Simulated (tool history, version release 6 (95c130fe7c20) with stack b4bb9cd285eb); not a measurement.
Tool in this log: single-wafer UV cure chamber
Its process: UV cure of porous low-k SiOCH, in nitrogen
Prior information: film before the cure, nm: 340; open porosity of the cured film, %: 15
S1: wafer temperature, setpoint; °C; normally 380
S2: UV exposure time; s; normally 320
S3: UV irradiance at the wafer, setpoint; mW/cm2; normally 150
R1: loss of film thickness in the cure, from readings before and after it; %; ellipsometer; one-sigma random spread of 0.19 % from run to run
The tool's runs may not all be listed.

{"run": 1, "day": 0.0, "S1": 380, "S2": 230, "S3": 150, "R1": 12.801}
{"run": 2, "day": 0.667, "S1": 380, "S2": 230, "S3": 150, "R1": 12.584}
{"run": 3, "day": 1.812, "S1": 380, "S2": 320, "S3": 150, "R1": 14.001}
{"run": 4, "day": 2.9, "S1": 380, "S2": 320, "S3": 150, "R1": 13.905}
{"run": 5, "day": 3.792, "S1": 380, "S2": 320, "S3": 150, "R1": 13.883}
{"run": 6, "day": 5.258, "S1": 380, "S2": 320, "S3": 150, "R1": 13.694}
{"run": 7, "day": 6.729, "S1": 380, "S2": 320, "S3": 150, "R1": 13.402}
{"run": 8, "day": 7.729, "S1": 380, "S2": 320, "S3": 150, "R1": 13.37}
{"run": 9, "day": 9.129, "S1": 380, "S2": 320, "S3": 124, "R1": 12.401}
{"run": 10, "day": 9.683, "S1": 380, "S2": 320, "S3": 124, "R1": 12.101}
{"run": 11, "day": 10.529, "S1": 380, "S2": 320, "S3": 150, "R1": 12.938}
{"run": 12, "day": 11.642, "S1": 380, "S2": 320, "S3": 150, "R1": 12.736}
{"run": 13, "day": 12.588, "S1": 380, "S2": 320, "S3": 150, "R1": 12.74}
{"run": 14, "day": 13.892, "S1": 380, "S2": 320, "S3": 150, "R1": 12.516}
{"day": 14.604, "done": "quartz window cleaned"}
{"run": 15, "day": 14.729, "S1": 380, "S2": 320, "S3": 150, "R1": 13.282}
{"run": 16, "day": 15.667, "S1": 380, "S2": 320, "S3": 150, "R1": 13.259}
{"run": 17, "day": 16.825, "S1": 380, "S2": 460, "S3": 150, "R1": 14.826}
{"run": 18, "day": 17.488, "S1": 366, "S2": 380, "S3": 113, "R1": 12.134}
{"run": 19, "day": 18.079, "S1": 365, "S2": 265, "S3": 169, "R1": 12.314}
{"day": 19.1, "done": "UV bulbs replaced"}
{"run": 20, "day": 19.121, "S1": 363, "S2": 320, "S3": 150, "R1": 14.279}
{"run": 21, "day": 19.871, "S1": 380, "S2": 320, "S3": 110, "R1": 13.215}
{"run": 22, "day": 20.583, "S1": 380, "S2": 320, "S3": 150, "R1": 14.942}
{"run": 23, "day": 22.708, "S1": 380, "S2": 320, "S3": 111, "R1": 13.188}
{"run": 24, "day": 23.638, "S1": 380, "S2": 265, "S3": 170, "R1": 13.832}
{"run": 25, "day": 24.95, "S1": 398, "S2": 320, "S3": 150, "R1": 14.632}
{"run": 26, "day": 26.112, "S1": 373, "S2": 320, "S3": 166, "R1": 14.526}
{"run": 27, "day": 26.712, "S1": 380, "S2": 320, "S3": 150, "R1": 14.084}
{"run": 28, "day": 27.95, "S1": 361, "S2": 320, "S3": 150, "R1": 13.306}
{"run": 29, "day": 29.304, "S1": 380, "S2": 320, "S3": 150, "R1": 13.915}
{"day": 30.175, "done": "quartz window cleaned"}
{"run": 30, "day": 30.396, "S1": 374, "S2": 320, "S3": 150, "R1": 14.608}
{"run": 31, "day": 31.062, "S1": 373, "S2": 245, "S3": 138, "R1": 13.052}

For each run, the measured value with the value that run would have given without the tool's hidden condition subtracted. The run-to-run variation is shared by both, the gauge scatter possibly not:
The hidden state here: lamp output below its setpoint, %; transmission lost against a clean window, %.
run=1 R1=-0.983
run=2 R1=-1.041
run=3 R1=-1.186
run=4 R1=-1.308
run=5 R1=-1.418
run=6 R1=-1.587
run=7 R1=-1.749
run=8 R1=-1.886
run=9 R1=-2.054
run=10 R1=-2.086
run=11 R1=-2.235
run=12 R1=-2.375
run=13 R1=-2.53
run=14 R1=-2.706
run=15 R1=-1.88
run=16 R1=-2.025
run=17 R1=-2.22
run=18 R1=-2.247
run=19 R1=-2.356
run=20 R1=-0.57
run=21 R1=-0.614
run=22 R1=-0.684
run=23 R1=-0.808
run=24 R1=-0.859
run=25 R1=-0.976
run=26 R1=-1.062
run=27 R1=-1.101
run=28 R1=-1.166
run=29 R1=-1.312
run=30 R1=-0.255
run=31 R1=-0.3
